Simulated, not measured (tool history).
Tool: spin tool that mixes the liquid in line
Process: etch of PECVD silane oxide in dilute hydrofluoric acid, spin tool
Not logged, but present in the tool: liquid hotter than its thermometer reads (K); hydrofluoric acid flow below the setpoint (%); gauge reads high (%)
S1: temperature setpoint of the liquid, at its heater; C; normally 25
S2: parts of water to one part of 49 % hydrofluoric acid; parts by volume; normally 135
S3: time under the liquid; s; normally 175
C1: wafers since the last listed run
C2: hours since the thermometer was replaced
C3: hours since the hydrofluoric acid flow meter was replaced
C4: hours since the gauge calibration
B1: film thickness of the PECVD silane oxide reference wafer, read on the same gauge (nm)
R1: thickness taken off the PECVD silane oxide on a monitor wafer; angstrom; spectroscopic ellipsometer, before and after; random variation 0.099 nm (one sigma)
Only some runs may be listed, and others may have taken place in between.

run	hour	S1	S2	S3	C1	C2	C3	C4	B1	R1
1	0	25	135	175	0	1827.8	1802.6	88.9	50.03	430
2	12.8	25	135	260	125	1840.6	1815.4	101.7	50.03	639.1
3	30.6	25	135	260	174	1858.4	1833.2	119.5	49.98	640.7
4	47.4	25	135	175	164	1875.2	1850	136.3	50.02	429.4
5	57.6	25	135	175	99	1885.4	1860.2	146.5	49.96	431.4
6	72.5	25	135	175	145	1900.3	1875.1	161.4	49.99	430.6
7	83	25	135	175	102	1910.8	1885.6	171.9	49.98	430.1
8	95.8	29.5	200	255	125	1923.6	1898.4	184.7	49.99	451.7
# hour 98: thermometer replaced
9	108.8	29.5	190	230	117	10.8	1911.4	197.7	49.97	395.6
# hour 110.4: hydrofluoric acid flow meter replaced
10	125.2	21.5	135	80	150	27.2	14.8	214.1	50	175.6
# hour 136.8: gauge calibrated
11	142.9	25	135	260	173	44.9	32.5	6.1	49.98	656.6
12	152.9	25	135	175	97	54.9	42.5	16.1	50.01	442.2
13	196	21	135	175	421	98	85.6	59.2	50.01	377.7
14	202.8	25	135	240	66	104.8	92.4	66	49.98	608

4 ways to go on from here, each from the tool as it stands after run 14. What would each give?
A	203.3	25	135	175	4	105.3	92.9	66.5	?	?
B	203.3	25	70	175	4	105.3	92.9	66.5	?	?
C	203.3	22.5	160	175	4	105.3	92.9	66.5	?	?
D	203.3	29.5	70	250	4	105.3	92.9	66.5	?	?

run	B1	R1
A	50.02	440.1
B	50.02	922
C	50.02	327.8
D	50.02	1571.9
Take away the tool's hidden state, keep each run's random variation, and the runs would have read:
run	R1
A	440.9
B	922.4
C	328.4
D	1573.5
